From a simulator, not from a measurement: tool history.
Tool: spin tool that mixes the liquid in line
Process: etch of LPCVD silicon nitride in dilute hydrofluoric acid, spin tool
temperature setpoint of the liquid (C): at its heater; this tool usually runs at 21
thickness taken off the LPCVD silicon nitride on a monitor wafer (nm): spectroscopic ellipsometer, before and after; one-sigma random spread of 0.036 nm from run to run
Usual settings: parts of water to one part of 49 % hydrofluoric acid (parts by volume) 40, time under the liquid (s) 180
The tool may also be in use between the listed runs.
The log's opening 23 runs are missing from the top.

run    hour  temperature setpoint of the liquid (C)  parts of water to one part of 49 % hydrofluoric acid (parts by volume)  time under the liquid (s)  wafers since the last listed run  hours since the thermometer was replaced  hours since the hydrofluoric acid flow meter was replaced  hours since the gauge calibration  read-back film thickness of the LPCVD silicon nitride reference wafer, read on the same gauge (nm)  thickness taken off the LPCVD silicon nitride on a monitor wafer (nm)
     1184.7  -- gauge calibrated
 24    1199                                      21                                                                      40                        180                               403                                     221.1                                                      261.1                               14.3                                                                                             130.009                                                                  1.709
 25  1270.2                                    17.5                                                                      50                        240                               603                                     292.3                                                      332.3                               85.5                                                                                              129.98                                                                  1.415
 26  1304.7                                      23                                                                      35                        180                               292                                     326.8                                                      366.8                                120                                                                                             130.008                                                                  2.187
 27  1366.3                                      17                                                                      50                        150                               521                                     388.4                                                      428.4                              181.6                                                                                             129.982                                                                  0.839
 28  1431.2                                      19                                                                      40                        180                               549                                     453.3                                                      493.3                              246.5                                                                                             129.988                                                                    1.5
 29  1479.4                                    25.5                                                                      40                        180                               408                                     501.5                                                      541.5                              294.7                                                                                             129.982                                                                  2.268
 30  1521.7                                      21                                                                      40                        180                               358                                     543.8                                                      583.8                                337                                                                                             129.994                                                                  1.668
 31  1548.5                                      21                                                                      40                        180                               227                                     570.6                                                      610.6                              363.8                                                                                             129.975                                                                   1.66
 32  1594.1                                      17                                                                      35                         80                               386                                     616.2                                                      656.2                              409.4                                                                                             129.985                                                                  0.651
 33  1658.2                                    19.5                                                                      20                        140                               543                                     680.3                                                      720.3                              473.5                                                                                             130.018                                                                  2.342

Here are 3 independent what-if runs from the current tool condition. What would each one return?
  A  1658.7                                      21                                                                      40                        210                                 4                                     680.8                                                      720.8                                474                                                                                                   ?                                                                      ?
  B  1658.7                                    25.5                                                                      40                        105                                 4                                     680.8                                                      720.8                                474                                                                                                   ?                                                                      ?
  C  1658.7                                      21                                                                      55                        125                                 4                                     680.8                                                      720.8                                474                                                                                                   ?                                                                      ?

run  read-back film thickness of the LPCVD silicon nitride reference wafer, read on the same gauge (nm)  thickness taken off the LPCVD silicon nitride on a monitor wafer (nm)
  A                                                                                             130.038                                                                  1.968
  B                                                                                             130.038                                                                  1.337
  C                                                                                             130.038                                                                  0.859
The same runs, with their run-to-run variation unchanged, on a tool lacking any hidden condition would have given:
run  thickness taken off the LPCVD silicon nitride on a monitor wafer (nm)
  A                                                                  1.968
  B                                                                  1.337
  C                                                                  0.859

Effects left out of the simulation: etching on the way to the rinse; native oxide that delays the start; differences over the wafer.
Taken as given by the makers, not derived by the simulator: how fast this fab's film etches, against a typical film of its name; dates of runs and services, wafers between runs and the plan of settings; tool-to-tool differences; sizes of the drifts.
